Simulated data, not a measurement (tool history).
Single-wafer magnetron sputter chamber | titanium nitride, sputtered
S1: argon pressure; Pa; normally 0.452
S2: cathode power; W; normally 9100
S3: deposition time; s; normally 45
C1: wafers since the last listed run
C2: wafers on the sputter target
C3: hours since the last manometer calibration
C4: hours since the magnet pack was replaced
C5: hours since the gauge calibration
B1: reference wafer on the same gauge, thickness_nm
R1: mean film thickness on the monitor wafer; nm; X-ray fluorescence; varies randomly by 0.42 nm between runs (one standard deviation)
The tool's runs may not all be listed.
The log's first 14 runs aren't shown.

| run | day | S1 | S2 | S3 | C1 | C2 | C3 | C4 | C5 | B1 | R1 |
|---|---|---|---|---|---|---|---|---|---|---|---|
| 15 | 27.996 | 0.452 | 7550 | 53.3 | 1625 | 9043 | 278.4 | 259.1 | 251.3 | 90.179 | 73.328 |
| 16 | 34.383 | 0.452 | 8400 | 45 | 4119 | 13163 | 431.7 | 412.4 | 404.6 | 90.121 | 68.107 |
| 17 | 36.688 | 0.61 | 7350 | 45 | 1486 | 14649 | 487 | 467.7 | 459.9 | 90.022 | 55.823 |
|  | 37.575 | sputter target and shields replaced |
| 18 | 37.842 | 0.452 | 9100 | 45 | 529 | 170 | 514.7 | 495.4 | 487.6 | 90.147 | 75.7 |
| 19 | 40.467 | 0.308 | 7000 | 40.5 | 1693 | 1863 | 577.7 | 558.4 | 550.6 | 90.112 | 55.681 |
| 20 | 43.071 | 0.294 | 9900 | 45 | 1679 | 3543 | 640.2 | 620.9 | 613.1 | 90.109 | 86.639 |
| 21 | 45.083 | 0.592 | 9750 | 45 | 1298 | 4841 | 688.5 | 669.2 | 661.4 | 90.185 | 77.308 |
| 22 | 46.229 | 0.405 | 10500 | 49.2 | 739 | 5580 | 716 | 696.7 | 688.9 | 90.097 | 97.202 |
| 23 | 47.883 | 0.452 | 9100 | 45 | 1066 | 6647 | 755.7 | 736.4 | 728.6 | 90.085 | 74.809 |
| 24 | 54.675 | 0.452 | 9100 | 45 | 4380 | 11028 | 918.7 | 899.4 | 891.6 | 90.146 | 74.426 |
| 25 | 57.633 | 0.29 | 9100 | 45 | 1908 | 12936 | 989.7 | 970.4 | 962.6 | 90.157 | 78.618 |
| 26 | 60.204 | 0.452 | 7150 | 45 | 1658 | 14594 | 1051.4 | 1032.1 | 1024.3 | 90.083 | 58.152 |
|  | 60.804 | sputter target and shields replaced |
| 27 | 61.204 | 0.341 | 10100 | 45 | 430 | 257 | 1075.4 | 1056.1 | 1048.3 | 89.997 | 89.012 |
| 28 | 69.171 | 0.452 | 7700 | 45 | 5138 | 5395 | 1266.6 | 1247.3 | 1239.5 | 90.108 | 63.634 |
| 29 | 70.392 | 0.298 | 7550 | 49.2 | 787 | 6183 | 1295.9 | 1276.6 | 1268.8 | 90.221 | 72.63 |
| 30 | 73.183 | 0.452 | 8350 | 45 | 1800 | 7983 | 1362.9 | 1343.6 | 1335.8 | 89.986 | 68.606 |
| 31 | 74.533 | 0.452 | 9100 | 42.4 | 870 | 8854 | 1395.3 | 1376 | 1368.2 | 90.102 | 70.839 |
| 32 | 77.338 | 0.452 | 7650 | 42.6 | 1808 | 10663 | 1462.6 | 1443.3 | 1435.5 | 90.154 | 59.209 |
| 33 | 78.767 | 0.452 | 9100 | 45 | 921 | 11584 | 1496.9 | 1477.6 | 1469.8 | 90.095 | 73.827 |
| 34 | 80.454 | 0.613 | 7750 | 40.4 | 1088 | 12673 | 1537.4 | 1518.1 | 1510.3 | 90.166 | 53.165 |

Below are 5 alternative next runs, each starting from the tool's condition after run 34. Predict each:
| A | 80.471 | 0.452 | 9100 | 51.7 | 10 | 12684 | 1537.8 | 1518.5 | 1510.7 | ? | ? |
| B | 80.471 | 0.365 | 11050 | 38.5 | 10 | 12684 | 1537.8 | 1518.5 | 1510.7 | ? | ? |
| C | 80.471 | 0.452 | 8500 | 48.6 | 10 | 12684 | 1537.8 | 1518.5 | 1510.7 | ? | ? |
| D | 80.471 | 0.621 | 9100 | 45 | 10 | 12684 | 1537.8 | 1518.5 | 1510.7 | ? | ? |
| E | 80.471 | 0.452 | 8100 | 45 | 10 | 12684 | 1537.8 | 1518.5 | 1510.7 | ? | ? |

| run | B1 | R1 |
|---|---|---|
| A | 90.165 | 85.062 |
| B | 90.165 | 79.481 |
| C | 90.165 | 74.689 |
| D | 90.165 | 69.55 |
| E | 90.165 | 65.902 |
With no hidden state in the tool, these same runs would have given:
| run | R1 |
|---|---|
| A | 88.487 |
| B | 82.681 |
| C | 77.697 |
| D | 72.35 |
| E | 68.556 |
